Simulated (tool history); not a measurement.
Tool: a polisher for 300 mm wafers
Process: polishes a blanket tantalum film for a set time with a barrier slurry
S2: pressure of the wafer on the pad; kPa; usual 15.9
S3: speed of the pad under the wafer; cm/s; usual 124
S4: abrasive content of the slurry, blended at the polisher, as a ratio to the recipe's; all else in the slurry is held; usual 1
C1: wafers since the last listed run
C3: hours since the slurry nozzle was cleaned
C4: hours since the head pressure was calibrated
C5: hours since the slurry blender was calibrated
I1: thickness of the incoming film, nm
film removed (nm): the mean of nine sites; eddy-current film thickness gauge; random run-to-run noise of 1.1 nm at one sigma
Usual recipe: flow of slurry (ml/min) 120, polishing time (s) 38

{"run": 1, "day": 0.0, "flow of slurry (ml/min)": 120, "S2": 15.9, "S3": 124, "S4": 1, "polishing time (s)": 31, "C1": 0, "wafers polished on this pad": 534, "C3": 576.5, "C4": 414.4, "C5": 27.5, "I1": 248.9, "film removed (nm)": 67.9}
{"day": 1.875, "done": "head pressure recalibrated"}
{"run": 2, "day": 4.404, "flow of slurry (ml/min)": 120, "S2": 15.9, "S3": 124, "S4": 1, "polishing time (s)": 38, "C1": 633, "wafers polished on this pad": 1167, "C3": 682.2, "C4": 60.7, "C5": 133.2, "I1": 251.7, "film removed (nm)": 80.4}
{"day": 4.575, "done": "slurry nozzle cleaned"}
{"day": 5.333, "done": "worn pad replaced by a new one"}
{"run": 3, "day": 8.738, "flow of slurry (ml/min)": 120, "S2": 15.9, "S3": 124, "S4": 1, "polishing time (s)": 47, "C1": 604, "wafers polished on this pad": 498, "C3": 99.9, "C4": 164.7, "C5": 237.2, "I1": 254.1, "film removed (nm)": 95}
{"run": 4, "day": 11.325, "flow of slurry (ml/min)": 120, "S2": 15.9, "S3": 124, "S4": 1, "polishing time (s)": 38, "C1": 379, "wafers polished on this pad": 878, "C3": 162, "C4": 226.8, "C5": 299.3, "I1": 246.5, "film removed (nm)": 76.1}
{"day": 13.458, "done": "worn pad replaced by a new one"}
{"run": 5, "day": 15.412, "flow of slurry (ml/min)": 120, "S2": 15.9, "S3": 124, "S4": 1, "polishing time (s)": 38, "C1": 574, "wafers polished on this pad": 286, "C3": 260.1, "C4": 324.9, "C5": 397.4, "I1": 251.3, "film removed (nm)": 75.5}
{"run": 6, "day": 17.146, "flow of slurry (ml/min)": 110, "S2": 15.9, "S3": 124, "S4": 1, "polishing time (s)": 38, "C1": 254, "wafers polished on this pad": 540, "C3": 301.7, "C4": 366.5, "C5": 439, "I1": 252.1, "film removed (nm)": 72.1}
{"day": 17.642, "done": "slurry blender recalibrated"}
{"day": 20.933, "done": "head pressure recalibrated"}
{"day": 21.346, "done": "worn pad replaced by a new one"}
{"run": 7, "day": 22.238, "flow of slurry (ml/min)": 110, "S2": 15.9, "S3": 124, "S4": 1, "polishing time (s)": 38, "C1": 697, "wafers polished on this pad": 130, "C3": 423.9, "C4": 31.3, "C5": 110.3, "I1": 252.9, "film removed (nm)": 79.1}
{"run": 8, "day": 26.221, "flow of slurry (ml/min)": 120, "S2": 15.9, "S3": 124, "S4": 1, "polishing time (s)": 33, "C1": 583, "wafers polished on this pad": 714, "C3": 519.5, "C4": 126.9, "C5": 205.9, "I1": 249, "film removed (nm)": 69}
{"run": 9, "day": 29.671, "flow of slurry (ml/min)": 150, "S2": 15.9, "S3": 168, "S4": 1.15, "polishing time (s)": 51, "C1": 505, "wafers polished on this pad": 1220, "C3": 602.3, "C4": 209.7, "C5": 288.7, "I1": 249.8, "film removed (nm)": 147.2}
{"day": 31.65, "done": "worn pad replaced by a new one"}
{"day": 33.225, "done": "slurry nozzle cleaned"}
{"run": 10, "day": 33.717, "flow of slurry (ml/min)": 120, "S2": 15.9, "S3": 124, "S4": 1, "polishing time (s)": 38, "C1": 562, "wafers polished on this pad": 296, "C3": 11.8, "C4": 306.8, "C5": 385.8, "I1": 252.9, "film removed (nm)": 75.5}
{"run": 11, "day": 37.083, "flow of slurry (ml/min)": 120, "S2": 13.8, "S3": 124, "S4": 1.3, "polishing time (s)": 38, "C1": 493, "wafers polished on this pad": 790, "C3": 92.6, "C4": 387.6, "C5": 466.6, "I1": 255.2, "film removed (nm)": 74.1}
{"day": 39.138, "done": "slurry blender recalibrated"}
{"day": 39.888, "done": "worn pad replaced by a new one"}
{"run": 12, "day": 39.908, "flow of slurry (ml/min)": 95, "S2": 17.9, "S3": 152, "S4": 0.9, "polishing time (s)": 38, "C1": 377, "wafers polished on this pad": 3, "C3": 160.4, "C4": 455.4, "C5": 18.5, "I1": 251.1, "film removed (nm)": 98.8}
{"day": 42.129, "done": "head pressure recalibrated"}
{"run": 13, "day": 43.017, "flow of slurry (ml/min)": 105, "S2": 15.9, "S3": 124, "S4": 1, "polishing time (s)": 38, "C1": 443, "wafers polished on this pad": 446, "C3": 235, "C4": 21.3, "C5": 93.1, "I1": 244.3, "film removed (nm)": 77.4}
{"run": 14, "day": 46.338, "flow of slurry (ml/min)": 120, "S2": 15.9, "S3": 124, "S4": 1, "polishing time (s)": 38, "C1": 486, "wafers polished on this pad": 933, "C3": 314.7, "C4": 101, "C5": 172.8, "I1": 250.1, "film removed (nm)": 79.3}

Measured result minus the same run's result without the hidden state. Both carry the same run-to-run variation, though not necessarily the same gauge scatter:
What the log doesn't record here: removal rate lost through wear of the pad, %; slurry flow missing at the pad, %; deviation of the head's pressure from its setpoint, %; abrasive missing from the slurry, %.
run=1 film_removed_(nm)=-1.2
run=2 film_removed_(nm)=-5.2
run=3 film_removed_(nm)=-9
run=4 film_removed_(nm)=-8.1
run=5 film_removed_(nm)=-8.9
run=6 film_removed_(nm)=-8.7
run=7 film_removed_(nm)=-4.5
run=8 film_removed_(nm)=-6.1
run=9 film_removed_(nm)=-13.4
run=10 film_removed_(nm)=-8.9
run=11 film_removed_(nm)=-7
run=12 film_removed_(nm)=-1.3
run=13 film_removed_(nm)=-3.8
run=14 film_removed_(nm)=-6.1

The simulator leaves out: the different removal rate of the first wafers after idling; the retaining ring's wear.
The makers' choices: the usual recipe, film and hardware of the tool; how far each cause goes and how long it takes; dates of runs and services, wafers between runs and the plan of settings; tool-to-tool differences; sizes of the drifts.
